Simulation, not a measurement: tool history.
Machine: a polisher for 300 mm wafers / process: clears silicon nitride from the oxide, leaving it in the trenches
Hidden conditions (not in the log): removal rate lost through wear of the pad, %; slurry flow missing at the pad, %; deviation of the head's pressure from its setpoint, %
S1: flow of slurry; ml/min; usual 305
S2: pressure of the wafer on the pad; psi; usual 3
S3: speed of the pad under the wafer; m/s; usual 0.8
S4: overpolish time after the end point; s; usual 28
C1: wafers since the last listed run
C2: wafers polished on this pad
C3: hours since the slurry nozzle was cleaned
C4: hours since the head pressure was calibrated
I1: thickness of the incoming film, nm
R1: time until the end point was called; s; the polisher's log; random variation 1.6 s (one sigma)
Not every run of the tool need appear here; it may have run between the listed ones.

run 1 day=0 | S1=305 S2=3 S3=0.8 S4=17 | C1=0 C2=1905 C3=403.3 C4=495.5 | I1=80.6 | R1=108
run 2 day=1.825 | S1=305 S2=3 S3=0.8 S4=17 | C1=330 C2=2236 C3=447.1 C4=539.3 | I1=79.4 | R1=102
run 3 day=5.842 | S1=305 S2=3 S3=0.8 S4=17 | C1=728 C2=2964 C3=543.5 C4=635.7 | I1=80.1 | R1=107.7
run 4 day=7.933 | S1=305 S2=3 S3=0.8 S4=28 | C1=379 C2=3343 C3=593.7 C4=685.9 | I1=79.5 | R1=109.7
-- day=8.112 slurry nozzle cleaned
-- day=10.354 head pressure recalibrated
run 5 day=12.233 | S1=305 S2=3 S3=0.8 S4=28 | C1=756 C2=4100 C3=98.9 C4=45.1 | I1=79.3 | R1=111.3
run 6 day=14.954 | S1=305 S2=3.2 S3=0.8 S4=28 | C1=493 C2=4593 C3=164.2 C4=110.4 | I1=80.7 | R1=108.4
run 7 day=17.642 | S1=305 S2=3.2 S3=0.8 S4=28 | C1=487 C2=5080 C3=228.7 C4=174.9 | I1=80.8 | R1=110.4
-- day=20.833 worn pad replaced by a new one
run 8 day=21.133 | S1=305 S2=3.2 S3=0.8 S4=28 | C1=602 C2=54 C3=312.5 C4=258.7 | I1=80.9 | R1=98.9
run 9 day=25.483 | S1=305 S2=3 S3=0.8 S4=28 | C1=788 C2=842 C3=416.9 C4=363.1 | I1=78.9 | R1=105.3
run 10 day=29.658 | S1=305 S2=3.6 S3=0.8 S4=22 | C1=756 C2=1599 C3=517.1 C4=463.3 | I1=81.2 | R1=89.7
run 11 day=32.162 | S1=305 S2=3 S3=0.8 S4=28 | C1=453 C2=2053 C3=577.2 C4=523.4 | I1=79.5 | R1=106.5
-- day=36.575 slurry nozzle cleaned
run 12 day=36.596 | S1=305 S2=3 S3=0.66 S4=28 | C1=795 C2=2849 C3=0.5 C4=629.8 | I1=79.8 | R1=130.7
-- day=39.596 head pressure recalibrated
run 13 day=40.8 | S1=305 S2=3 S3=0.66 S4=28 | C1=746 C2=3596 C3=101.4 C4=28.9 | I1=81.6 | R1=136.3
run 14 day=42.95 | S1=305 S2=3 S3=0.9 S4=28 | C1=389 C2=3985 C3=153 C4=80.5 | I1=79.8 | R1=103.4
-- day=46.308 worn pad replaced by a new one
run 15 day=47.092 | S1=305 S2=3 S3=0.9 S4=28 | C1=720 C2=141 C3=252.4 C4=179.9 | I1=81.3 | R1=94.9
run 16 day=49.829 | S1=305 S2=3 S3=0.8 S4=28 | C1=496 C2=638 C3=318.1 C4=245.6 | I1=80 | R1=102
run 17 day=52.088 | S1=305 S2=3 S3=0.8 S4=28 | C1=409 C2=1047 C3=372.3 C4=299.8 | I1=80.9 | R1=105.8
run 18 day=55.712 | S1=305 S2=3 S3=1.04 S4=28 | C1=657 C2=1704 C3=459.3 C4=386.8 | I1=80.4 | R1=82.3
run 19 day=57.225 | S1=305 S2=3 S3=0.8 S4=17 | C1=274 C2=1978 C3=495.6 C4=423.1 | I1=79 | R1=103.3
run 20 day=60.983 | S1=305 S2=3 S3=0.66 S4=18 | C1=681 C2=2659 C3=585.8 C4=513.3 | I1=79.8 | R1=131.2
-- day=61.283 slurry nozzle cleaned
run 21 day=65.258 | S1=260 S2=3 S3=0.96 S4=28 | C1=767 C2=3427 C3=95.4 C4=615.9 | I1=81.6 | R1=95.7
run 22 day=67.704 | S1=265 S2=3.4 S3=0.68 S4=23 | C1=443 C2=3870 C3=154.1 C4=674.6 | I1=79.3 | R1=116.6
-- day=69.475 head pressure recalibrated
run 23 day=69.638 | S1=305 S2=3.2 S3=0.8 S4=28 | C1=335 C2=4205 C3=200.5 C4=3.9 | I1=80.5 | R1=107
run 24 day=74.108 | S1=305 S2=3.5 S3=0.8 S4=28 | C1=810 C2=5016 C3=307.8 C4=111.2 | I1=80.2 | R1=101.7
-- day=76.046 worn pad replaced by a new one
run 25 day=78.583 | S1=390 S2=3 S3=0.8 S4=28 | C1=780 C2=459 C3=415.2 C4=218.6 | I1=80 | R1=102.2
run 26 day=82.662 | S1=330 S2=3.5 S3=0.8 S4=28 | C1=739 C2=1199 C3=513.1 C4=316.5 | I1=78.9 | R1=87.6
-- day=86.233 slurry nozzle cleaned
run 27 day=86.283 | S1=305 S2=3.9 S3=1 S4=28 | C1=648 C2=1847 C3=1.2 C4=403.4 | I1=81 | R1=67.4
run 28 day=87.854 | S1=305 S2=3.6 S3=0.8 S4=28 | C1=284 C2=2132 C3=38.9 C4=441.1 | I1=81.6 | R1=91
run 29 day=90.496 | S1=250 S2=3.5 S3=0.54 S4=34 | C1=478 C2=2611 C3=102.3 C4=504.5 | I1=80.5 | R1=137.4
run 30 day=92.483 | S1=305 S2=3.2 S3=0.8 S4=28 | C1=360 C2=2971 C3=150 C4=552.2 | I1=80.8 | R1=102.4
run 31 day=95.342 | S1=220 S2=2.3 S3=0.6 S4=15 | C1=518 C2=3489 C3=218.6 C4=620.8 | I1=81 | R1=201
run 32 day=99.829 | S1=305 S2=2 S3=1.06 S4=28 | C1=813 C2=4302 C3=326.3 C4=728.5 | I1=78.7 | R1=123
-- day=103.088 head pressure recalibrated
-- day=103.992 worn pad replaced by a new one
run 33 day=110.371 | S1=365 S2=3.5 S3=0.96 S4=28 | C1=1865 C2=1156 C3=579.3 C4=174.8 | I1=79.3 | R1=72.5

Expected results for the next run?
-- day=110.483 slurry nozzle cleaned
run 34 day=113.462 | S1=305 S2=2.3 S3=0.8 S4=17 | C1=552 C2=1708 C3=71.5 C4=249 | I1=80.3 | R1=?

Logged for run 34: R1 140.2 s.
With no hidden state in the tool, this same run would have given R1 137.9 s.
